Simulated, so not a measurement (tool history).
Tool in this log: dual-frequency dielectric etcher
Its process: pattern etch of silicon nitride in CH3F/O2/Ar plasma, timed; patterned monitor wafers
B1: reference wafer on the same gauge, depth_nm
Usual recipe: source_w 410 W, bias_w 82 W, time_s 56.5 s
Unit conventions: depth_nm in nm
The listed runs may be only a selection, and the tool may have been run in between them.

Run 1, hour 0.0: usual settings; B1 37.68. Result: depth_nm 43.96 nm.
Run 2, hour 16.8: usual settings; B1 37.73. Result: depth_nm 43.77 nm.
Run 3, hour 33.1: usual settings; B1 37.69. Result: depth_nm 43.65 nm.
Run 4, hour 41.8: usual settings; B1 37.66. Result: depth_nm 43.50 nm.
Run 5, hour 55.3: usual settings but source_w 460 W; B1 37.70. Result: depth_nm 45.42 nm.
Run 6, hour 66.8: usual settings but source_w 460 W; B1 37.70. Result: depth_nm 45.72 nm.
Run 7, hour 80.8: usual settings; B1 37.63. Result: depth_nm 43.75 nm.
Run 8, hour 93.5: usual settings; B1 37.71. Result: depth_nm 44.02 nm.
Run 9, hour 104.0: usual settings but time_s 60.5 s; B1 37.73. Result: depth_nm 46.83 nm.
Run 10, hour 120.8: usual settings but time_s 60.5 s; B1 37.64. Result: depth_nm 46.92 nm.
At hour 128.2: source power generator calibrated.
At hour 159.6: wet clean of the chamber.
Run 11, hour 160.1: usual settings; B1 37.72. Result: depth_nm 43.83 nm.
Run 12, hour 160.5: usual settings; B1 37.74. Result: depth_nm 43.93 nm.
At hour 174.1: bias power generator calibrated.
Run 13, hour 174.6: usual settings; B1 37.64. Result: depth_nm 43.74 nm.
Run 14, hour 184.2: usual settings; B1 37.69. Result: depth_nm 43.66 nm.
Run 15, hour 194.2: usual settings; B1 37.72. Result: depth_nm 43.55 nm.
Run 16, hour 209.3: usual settings but source_w 470 W, bias_w 96 W, time_s 68.0 s; B1 37.70. Result: depth_nm 58.23 nm.
At hour 218.6: gauge calibrated.
Run 17, hour 222.7: usual settings but source_w 350 W, bias_w 69 W, time_s 68.0 s; B1 37.71. Result: depth_nm 47.02 nm.
At hour 256.7: upper electrode replaced.
Run 18, hour 257.2: usual settings but time_s 60.5 s; B1 37.74. Result: depth_nm 46.87 nm.
Run 19, hour 257.5: usual settings but source_w 350 W, bias_w 93 W, time_s 40.0 s; B1 37.70. Result: depth_nm 30.71 nm.
Run 20, hour 267.6: usual settings but time_s 70.0 s; B1 37.71. Result: depth_nm 54.19 nm.
Run 21, hour 274.2: usual settings but time_s 49.0 s; B1 37.68. Result: depth_nm 37.87 nm.
Run 22, hour 290.5: usual settings but source_w 470 W, bias_w 94 W, time_s 48.5 s; B1 37.77. Result: depth_nm 41.21 nm.
Run 23, hour 306.7: usual settings but source_w 340 W, time_s 46.0 s; B1 37.71. Result: depth_nm 33.38 nm.
Run 24, hour 313.7: usual settings; B1 37.70. Result: depth_nm 43.53 nm.
Run 25, hour 326.3: usual settings but bias_w 90 W; B1 37.67. Result: depth_nm 45.17 nm.
Run 26, hour 337.3: usual settings but bias_w 69 W, time_s 41.0 s; B1 37.66. Result: depth_nm 30.08 nm.
Run 27, hour 346.9: usual settings but source_w 470 W, bias_w 76 W; B1 37.70. Result: depth_nm 44.79 nm.
Run 28, hour 361.2: usual settings but source_w 360 W; B1 37.70. Result: depth_nm 41.94 nm.

Branching from run 28: 5 alternative next runs. What would each branch give?
Run A, hour 361.6: usual settings but source_w 480 W; B1 ?. Result: depth_nm ?.
Run B, hour 361.6: usual settings but time_s 68.5 s; B1 ?. Result: depth_nm ?.
Run C, hour 361.6: usual settings but source_w 490 W, bias_w 66 W, time_s 44.5 s; B1 ?. Result: depth_nm ?.
Run D, hour 361.6: usual settings but source_w 350 W, bias_w 98 W, time_s 73.0 s; B1 ?. Result: depth_nm ?.
Run E, hour 361.6: usual settings but source_w 450 W, bias_w 90 W, time_s 45.0 s; B1 ?. Result: depth_nm ?.

run     B1  depth_nm
  A  37.71     46.09
  B  37.71     52.83
  C  37.71     34.15
  D  37.71     56.58
  E  37.71     37.00
Stripped of hidden state, with their random variation kept, the same runs would have yielded:
run  depth_nm
  A     46.09
  B     52.83
  C     34.15
  D     56.58
  E     37.00
